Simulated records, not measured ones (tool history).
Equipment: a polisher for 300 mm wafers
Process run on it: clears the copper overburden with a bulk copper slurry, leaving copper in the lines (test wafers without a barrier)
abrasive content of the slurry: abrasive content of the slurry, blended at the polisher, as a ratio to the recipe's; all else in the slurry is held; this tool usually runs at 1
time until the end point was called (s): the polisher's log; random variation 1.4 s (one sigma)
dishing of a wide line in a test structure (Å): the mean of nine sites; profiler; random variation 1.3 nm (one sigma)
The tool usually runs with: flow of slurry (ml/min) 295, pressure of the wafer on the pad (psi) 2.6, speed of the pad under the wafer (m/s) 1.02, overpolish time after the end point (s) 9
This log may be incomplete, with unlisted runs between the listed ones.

run   hour  flow of slurry (ml/min)  pressure of the wafer on the pad (psi)  speed of the pad under the wafer (m/s)  abrasive content of the slurry  overpolish time after the end point (s)  incoming thickness of the incoming film, nm  time until the end point was called (s)  dishing of a wide line in a test structure (Å)
  1      0                      295                                     2.6                                    1.02                               1                                        9                                       1180.1                                      118                                             555
  2   10.5                      295                                     2.6                                    1.02                               1                                        9                                       1172.1                                    116.2                                             549
  3   54.3                      295                                     2.6                                    1.02                               1                                        9                                       1169.9                                    119.4                                             556
      71.9  -- head pressure recalibrated
  4   72.4                      295                                     2.6                                    0.86                               1                                        9                                       1170.7                                    123.8                                             555
  5   82.3                      295                                     2.6                                    0.86                               1                                        9                                       1183.2                                      125                                             551
  6   94.1                      295                                     2.6                                    0.86                               1                                        9                                       1179.3                                    123.1                                             538
      99.9  -- worn pad replaced by a new one
  7  111.2                      295                                     2.6                                    1.02                               1                                        9                                       1158.7                                    108.1                                             579
  8  118.4                      295                                     2.6                                    1.02                               1                                        9                                       1166.9                                    108.8                                             584
  9    133                      295                                     2.6                                    1.02                               1                                        9                                       1172.9                                    109.5                                             584
 10  146.8                      295                                     2.6                                    1.02                               1                                        9                                       1162.6                                    108.2                                             578
 11  154.6                      295                                     2.6                                     0.7                               1                                       12                                       1163.3                                    148.7                                             604
 12  167.2                      295                                     2.6                                    1.02                               1                                        9                                       1177.3                                    112.2                                             575
     174.3  -- slurry blender recalibrated
 13    184                      295                                     3.4                                    1.24                               1                                        9                                       1169.7                                     73.6                                             797
     194.9  -- slurry nozzle cleaned
 14  201.8                      295                                     2.6                                    1.22                             1.1                                       12                                       1156.9                                     94.1                                             822
 15  219.6                      195                                     2.6                                    1.18                               1                                        9                                       1173.6                                    104.8                                             601
 16  235.4                      295                                     2.6                                    1.02                               1                                       11                                       1168.7                                    114.1                                             660
     248.9  -- worn pad replaced by a new one
 17  249.4                      210                                     2.6                                    0.72                               1                                       10                                       1161.7                                      154                                             493
 18  258.6                      295                                     2.6                                    0.76                               1                                        7                                       1168.8                                    144.3                                             365
 19  279.2                      350                                     2.6                                    1.02                            0.75                                        9                                       1153.4                                    125.7                                             511
 20  288.7                      295                                     2.6                                    1.02                               1                                        9                                       1170.6                                    116.5                                             556
 21  304.8                      295                                     2.6                                    1.02                               1                                        9                                       1172.9                                    117.1                                             557
 22  320.2                      255                                     2.2                                    1.26                             1.3                                        9                                       1176.4                                    107.9                                             606
 23  336.8                      295                                     2.6                                    1.02                               1                                        9                                       1173.9                                    114.6                                             564
 24  348.3                      295                                     2.6                                    1.02                             0.9                                        9                                       1172.7                                    123.4                                             542
 25  361.7                      295                                     2.6                                    1.02                               1                                        9                                       1169.1                                    115.2                                             541
 26  374.5                      295                                     2.6                                    1.14                             1.2                                       11                                       1163.4                                    100.7                                             727
 27  385.7                      295                                     3.4                                     0.8                             0.9                                       12                                       1151.7                                    110.5                                             731
     393.3  -- worn pad replaced by a new one
 28  398.9                      375                                     1.9                                    1.02                             0.8                                       12                                       1170.4                                      170                                             500
 29    408                      195                                     3.2                                     0.9                            1.25                                        9                                       1185.2                                    102.3                                             640

Alternative continuations, all from the tool just after run 29; predict every row:
  A  408.5                      295                                     2.6                                    1.02                               1                                        9                                       1167.4                                        ?                                               ?
  B  408.5                      385                                     2.6                                    0.92                               1                                        9                                       1167.4                                        ?                                               ?
  C  408.5                      295                                     3.5                                    0.82                            1.25                                        9                                       1167.4                                        ?                                               ?

run  time until the end point was called (s)  dishing of a wide line in a test structure (Å)
  A                                    116.1                                             566
  B                                    123.5                                             538
  C                                     95.8                                             678
The same runs, with their run-to-run variation unchanged, on a tool lacking any hidden condition would have given:
run  time until the end point was called (s)  dishing of a wide line in a test structure (Å)
  A                                    104.2                                             624
  B                                    110.9                                             593
  C                                       86                                             745
